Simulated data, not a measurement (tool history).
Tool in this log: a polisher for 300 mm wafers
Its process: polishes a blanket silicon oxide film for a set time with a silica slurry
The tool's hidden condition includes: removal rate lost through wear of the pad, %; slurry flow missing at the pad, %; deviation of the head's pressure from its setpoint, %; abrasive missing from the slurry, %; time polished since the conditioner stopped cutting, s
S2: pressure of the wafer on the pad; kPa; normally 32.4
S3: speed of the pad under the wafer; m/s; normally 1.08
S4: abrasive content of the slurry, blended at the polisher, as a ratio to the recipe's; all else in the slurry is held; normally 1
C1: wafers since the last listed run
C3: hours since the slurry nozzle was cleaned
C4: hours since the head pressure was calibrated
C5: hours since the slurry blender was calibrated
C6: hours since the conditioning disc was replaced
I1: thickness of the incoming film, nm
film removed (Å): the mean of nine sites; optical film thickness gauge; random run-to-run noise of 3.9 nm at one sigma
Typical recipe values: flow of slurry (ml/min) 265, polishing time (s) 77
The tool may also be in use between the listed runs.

{"run": 1, "day": 0.0, "flow of slurry (ml/min)": 290, "S2": 32.4, "S3": 1.08, "S4": 0.8, "polishing time (s)": 77, "C1": 0, "wafers polished on this pad": 931, "C3": 240, "C4": 833.1, "C5": 48, "C6": 78.3, "I1": 765.2, "film removed (Å)": 2823}
{"run": 2, "day": 0.5, "flow of slurry (ml/min)": 290, "S2": 32.4, "S3": 1.08, "S4": 0.8, "polishing time (s)": 77, "C1": 146, "wafers polished on this pad": 1078, "C3": 252, "C4": 845.1, "C5": 60, "C6": 90.3, "I1": 786.8, "film removed (Å)": 2821}
{"day": 1.029, "done": "worn pad replaced by a new one"}
{"run": 3, "day": 1.208, "flow of slurry (ml/min)": 290, "S2": 32.4, "S3": 1.08, "S4": 0.8, "polishing time (s)": 77, "C1": 158, "wafers polished on this pad": 52, "C3": 269, "C4": 862.1, "C5": 77, "C6": 107.3, "I1": 781.3, "film removed (Å)": 2872}
{"run": 4, "day": 1.879, "flow of slurry (ml/min)": 265, "S2": 32.4, "S3": 1.08, "S4": 1, "polishing time (s)": 64, "C1": 196, "wafers polished on this pad": 248, "C3": 285.1, "C4": 878.2, "C5": 93.1, "C6": 123.4, "I1": 787.1, "film removed (Å)": 2513}
{"run": 5, "day": 2.358, "flow of slurry (ml/min)": 265, "S2": 32.4, "S3": 1.08, "S4": 1, "polishing time (s)": 64, "C1": 140, "wafers polished on this pad": 388, "C3": 296.6, "C4": 889.7, "C5": 104.6, "C6": 134.9, "I1": 781.1, "film removed (Å)": 2454}
{"run": 6, "day": 4.054, "flow of slurry (ml/min)": 265, "S2": 32.4, "S3": 1.08, "S4": 1, "polishing time (s)": 64, "C1": 496, "wafers polished on this pad": 885, "C3": 337.3, "C4": 930.4, "C5": 145.3, "C6": 175.6, "I1": 778.4, "film removed (Å)": 2507}
{"run": 7, "day": 4.604, "flow of slurry (ml/min)": 265, "S2": 32.4, "S3": 1.08, "S4": 1, "polishing time (s)": 77, "C1": 161, "wafers polished on this pad": 1046, "C3": 350.5, "C4": 943.6, "C5": 158.5, "C6": 188.8, "I1": 793.8, "film removed (Å)": 2974}
{"run": 8, "day": 5.075, "flow of slurry (ml/min)": 265, "S2": 32.4, "S3": 1.36, "S4": 1, "polishing time (s)": 87, "C1": 137, "wafers polished on this pad": 1184, "C3": 361.8, "C4": 954.9, "C5": 169.8, "C6": 200.1, "I1": 778.4, "film removed (Å)": 4017}
{"run": 9, "day": 5.792, "flow of slurry (ml/min)": 265, "S2": 32.4, "S3": 1.36, "S4": 1, "polishing time (s)": 87, "C1": 209, "wafers polished on this pad": 1394, "C3": 379, "C4": 972.1, "C5": 187, "C6": 217.3, "I1": 775.6, "film removed (Å)": 4040}
{"day": 6.442, "done": "head pressure recalibrated"}
{"day": 6.558, "done": "worn pad replaced by a new one"}
{"run": 10, "day": 6.579, "flow of slurry (ml/min)": 265, "S2": 32.4, "S3": 1.08, "S4": 1.15, "polishing time (s)": 77, "C1": 172, "wafers polished on this pad": 6, "C3": 397.9, "C4": 3.3, "C5": 205.9, "C6": 236.2, "I1": 769, "film removed (Å)": 3101}
{"run": 11, "day": 6.679, "flow of slurry (ml/min)": 265, "S2": 32.4, "S3": 1.08, "S4": 1.15, "polishing time (s)": 77, "C1": 29, "wafers polished on this pad": 35, "C3": 400.3, "C4": 5.7, "C5": 208.3, "C6": 238.6, "I1": 775.3, "film removed (Å)": 3101}
{"run": 12, "day": 7.238, "flow of slurry (ml/min)": 265, "S2": 32.4, "S3": 1.08, "S4": 1.15, "polishing time (s)": 77, "C1": 163, "wafers polished on this pad": 199, "C3": 413.7, "C4": 19.1, "C5": 221.7, "C6": 252, "I1": 775.9, "film removed (Å)": 3129}
{"day": 7.717, "done": "slurry blender recalibrated"}
{"run": 13, "day": 7.95, "flow of slurry (ml/min)": 265, "S2": 32.4, "S3": 1.08, "S4": 1, "polishing time (s)": 91, "C1": 184, "wafers polished on this pad": 383, "C3": 430.8, "C4": 36.2, "C5": 5.6, "C6": 269.1, "I1": 778.7, "film removed (Å)": 3536}
{"run": 14, "day": 8.508, "flow of slurry (ml/min)": 265, "S2": 32.4, "S3": 1.08, "S4": 1.15, "polishing time (s)": 77, "C1": 163, "wafers polished on this pad": 547, "C3": 444.2, "C4": 49.6, "C5": 19, "C6": 282.5, "I1": 789.2, "film removed (Å)": 3069}
{"run": 15, "day": 9.038, "flow of slurry (ml/min)": 265, "S2": 32.4, "S3": 1.08, "S4": 1, "polishing time (s)": 77, "C1": 154, "wafers polished on this pad": 702, "C3": 456.9, "C4": 62.3, "C5": 31.7, "C6": 295.2, "I1": 766.7, "film removed (Å)": 2963}
{"run": 16, "day": 9.412, "flow of slurry (ml/min)": 220, "S2": 32.4, "S3": 0.78, "S4": 1, "polishing time (s)": 77, "C1": 109, "wafers polished on this pad": 812, "C3": 465.9, "C4": 71.3, "C5": 40.7, "C6": 304.2, "I1": 781, "film removed (Å)": 2220}
{"day": 9.825, "done": "conditioning disc replaced and pad reconditioned"}
{"run": 17, "day": 10.025, "flow of slurry (ml/min)": 265, "S2": 27.6, "S3": 1.08, "S4": 1, "polishing time (s)": 77, "C1": 154, "wafers polished on this pad": 967, "C3": 480.6, "C4": 86, "C5": 55.4, "C6": 4.8, "I1": 780.3, "film removed (Å)": 2512}
{"day": 10.154, "done": "slurry nozzle cleaned"}
{"run": 18, "day": 10.512, "flow of slurry (ml/min)": 265, "S2": 26.2, "S3": 0.86, "S4": 0.8, "polishing time (s)": 54, "C1": 130, "wafers polished on this pad": 1097, "C3": 8.6, "C4": 97.7, "C5": 67.1, "C6": 16.5, "I1": 783.8, "film removed (Å)": 1328}
{"day": 10.946, "done": "worn pad replaced by a new one"}
{"run": 19, "day": 11.242, "flow of slurry (ml/min)": 265, "S2": 32.4, "S3": 1.08, "S4": 1, "polishing time (s)": 77, "C1": 164, "wafers polished on this pad": 86, "C3": 26.1, "C4": 115.2, "C5": 84.6, "C6": 34, "I1": 788.6, "film removed (Å)": 2982}
{"run": 20, "day": 11.904, "flow of slurry (ml/min)": 265, "S2": 42.7, "S3": 0.88, "S4": 1, "polishing time (s)": 77, "C1": 194, "wafers polished on this pad": 280, "C3": 42, "C4": 131.1, "C5": 100.5, "C6": 49.9, "I1": 773.5, "film removed (Å)": 3299}
{"run": 21, "day": 12.371, "flow of slurry (ml/min)": 265, "S2": 23.4, "S3": 1.08, "S4": 1, "polishing time (s)": 63, "C1": 136, "wafers polished on this pad": 416, "C3": 53.2, "C4": 142.3, "C5": 111.7, "C6": 61.1, "I1": 781.3, "film removed (Å)": 1768}
{"run": 22, "day": 12.675, "flow of slurry (ml/min)": 295, "S2": 32.4, "S3": 1.08, "S4": 0.85, "polishing time (s)": 77, "C1": 89, "wafers polished on this pad": 506, "C3": 60.5, "C4": 149.6, "C5": 119, "C6": 68.4, "I1": 774, "film removed (Å)": 2825}
{"run": 23, "day": 13.221, "flow of slurry (ml/min)": 295, "S2": 40.7, "S3": 1.08, "S4": 1, "polishing time (s)": 77, "C1": 159, "wafers polished on this pad": 665, "C3": 73.6, "C4": 162.7, "C5": 132.1, "C6": 81.5, "I1": 769.4, "film removed (Å)": 3699}
{"run": 24, "day": 13.546, "flow of slurry (ml/min)": 265, "S2": 32.4, "S3": 1.08, "S4": 1, "polishing time (s)": 77, "C1": 95, "wafers polished on this pad": 761, "C3": 81.4, "C4": 170.5, "C5": 139.9, "C6": 89.3, "I1": 775.2, "film removed (Å)": 2980}
{"run": 25, "day": 14.238, "flow of slurry (ml/min)": 335, "S2": 32.4, "S3": 0.82, "S4": 1, "polishing time (s)": 77, "C1": 202, "wafers polished on this pad": 963, "C3": 98, "C4": 187.1, "C5": 156.5, "C6": 105.9, "I1": 777.7, "film removed (Å)": 2427}
{"run": 26, "day": 14.704, "flow of slurry (ml/min)": 265, "S2": 32.4, "S3": 1.08, "S4": 1, "polishing time (s)": 77, "C1": 136, "wafers polished on this pad": 1100, "C3": 109.2, "C4": 198.3, "C5": 167.7, "C6": 117.1, "I1": 787.9, "film removed (Å)": 2944}
{"run": 27, "day": 15.354, "flow of slurry (ml/min)": 215, "S2": 32.4, "S3": 1.08, "S4": 0.9, "polishing time (s)": 85, "C1": 190, "wafers polished on this pad": 1290, "C3": 124.8, "C4": 213.9, "C5": 183.3, "C6": 132.7, "I1": 789.7, "film removed (Å)": 3080}

The tool's hidden state at each run:
removal rate lost through wear of the pad, %: 0 at every run
slurry flow missing at the pad, %: 0 at every run
deviation of the head's pressure from its setpoint, %: 0 at every run
abrasive missing from the slurry, %: 0 at every run
time polished since the conditioner stopped cutting, s: 0 at every run

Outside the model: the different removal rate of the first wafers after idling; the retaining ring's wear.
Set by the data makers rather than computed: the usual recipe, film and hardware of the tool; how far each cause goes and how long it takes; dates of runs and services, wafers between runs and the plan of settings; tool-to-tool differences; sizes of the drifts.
